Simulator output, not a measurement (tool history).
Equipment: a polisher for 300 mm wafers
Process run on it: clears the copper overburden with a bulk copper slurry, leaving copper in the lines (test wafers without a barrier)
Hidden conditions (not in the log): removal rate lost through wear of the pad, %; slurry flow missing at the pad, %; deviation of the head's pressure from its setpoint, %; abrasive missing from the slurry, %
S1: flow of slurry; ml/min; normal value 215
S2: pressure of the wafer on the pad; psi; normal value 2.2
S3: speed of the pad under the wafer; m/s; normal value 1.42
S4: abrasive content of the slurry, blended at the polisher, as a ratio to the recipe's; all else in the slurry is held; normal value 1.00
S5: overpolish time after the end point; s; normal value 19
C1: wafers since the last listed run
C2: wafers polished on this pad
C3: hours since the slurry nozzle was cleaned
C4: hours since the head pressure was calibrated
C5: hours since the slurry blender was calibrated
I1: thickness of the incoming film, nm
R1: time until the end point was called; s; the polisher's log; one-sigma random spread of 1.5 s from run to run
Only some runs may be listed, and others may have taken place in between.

run	hour	S1	S2	S3	S4	S5	C1	C2	C3	C4	C5	I1	R1
1	0.0	215	2.2	1.78	1.00	19	0	2393	380.1	1017.1	13.0	1001.0	74.4
# hour 32.7: worn pad replaced by a new one
2	45.9	200	2.2	1.42	1.00	19	451	141	426.0	1063.0	58.9	1001.5	96.4
3	137.6	200	2.2	1.42	1.00	19	987	1129	517.7	1154.7	150.6	1012.0	97.6
# hour 209.2: slurry blender recalibrated
4	244.4	200	2.2	1.42	1.00	19	1128	2257	624.5	1261.5	35.2	998.2	98.1
# hour 274.9: slurry nozzle cleaned
5	308.0	215	2.2	1.42	1.00	19	673	2930	33.1	1325.1	98.8	1011.7	101.5
# hour 316.9: worn pad replaced by a new one
6	400.2	215	2.2	1.42	1.00	19	949	896	125.3	1417.3	191.0	1021.8	101.9
# hour 449.9: slurry blender recalibrated
# hour 461.5: head pressure recalibrated
7	536.8	215	2.2	1.42	1.00	19	1427	2323	261.9	75.3	86.9	1002.5	90.4
# hour 580.1: worn pad replaced by a new one
8	610.5	215	2.2	1.42	1.00	19	750	326	335.6	149.0	160.6	998.9	94.7
9	666.2	215	2.2	1.42	1.00	19	599	926	391.3	204.7	216.3	1017.5	93.4
# hour 711.8: slurry blender recalibrated
10	720.3	215	2.2	1.42	1.00	26	560	1487	445.4	258.8	8.5	1003.7	89.7
11	792.1	215	2.2	1.42	1.00	19	772	2260	517.2	330.6	80.3	995.7	90.3
# hour 831.1: worn pad replaced by a new one
12	865.9	215	2.2	1.42	1.00	19	751	374	591.0	404.4	154.1	996.2	91.3
# hour 881.4: slurry nozzle cleaned
13	952.4	215	2.2	1.42	1.00	19	920	1294	71.0	490.9	240.6	1025.9	97.8
# hour 967.6: slurry blender recalibrated
14	995.9	215	2.2	1.00	1.00	19	446	1741	114.5	534.4	28.3	999.5	133.8
# hour 1064.3: worn pad replaced by a new one
15	1066.5	215	1.6	1.42	1.00	27	716	23	185.1	605.0	98.9	1010.4	131.0
16	1103.3	180	1.4	1.42	1.00	19	396	419	221.9	641.8	135.7	1000.1	152.5
17	1164.9	190	2.2	1.42	1.00	19	663	1082	283.5	703.4	197.3	990.3	97.6
# hour 1213.3: slurry blender recalibrated
18	1240.2	250	2.2	1.42	1.00	19	788	1871	358.8	778.7	26.9	1013.7	95.7
19	1284.5	215	1.6	1.42	1.00	27	476	2348	403.1	823.0	71.2	1025.6	134.2

5 options for the next run, each taken on its own from the tool as it stands now. Forecast them:
A	1285.0	150	2.2	1.42	1.00	19	5	2353	403.6	823.5	71.7	989.8	?
B	1285.0	285	2.2	1.42	1.00	19	5	2353	403.6	823.5	71.7	989.8	?
C	1285.0	215	2.8	1.42	0.75	14	5	2353	403.6	823.5	71.7	989.8	?
D	1285.0	215	1.4	1.42	1.00	19	5	2353	403.6	823.5	71.7	989.8	?
E	1285.0	215	2.2	1.58	1.25	15	5	2353	403.6	823.5	71.7	989.8	?

run	R1
A	98.9
B	90.7
C	77.1
D	147.0
E	80.8
Take away the tool's hidden state, keep each run's random variation, and the runs would have read:
run	R1
A	89.1
B	81.7
C	69.5
D	132.5
E	72.8
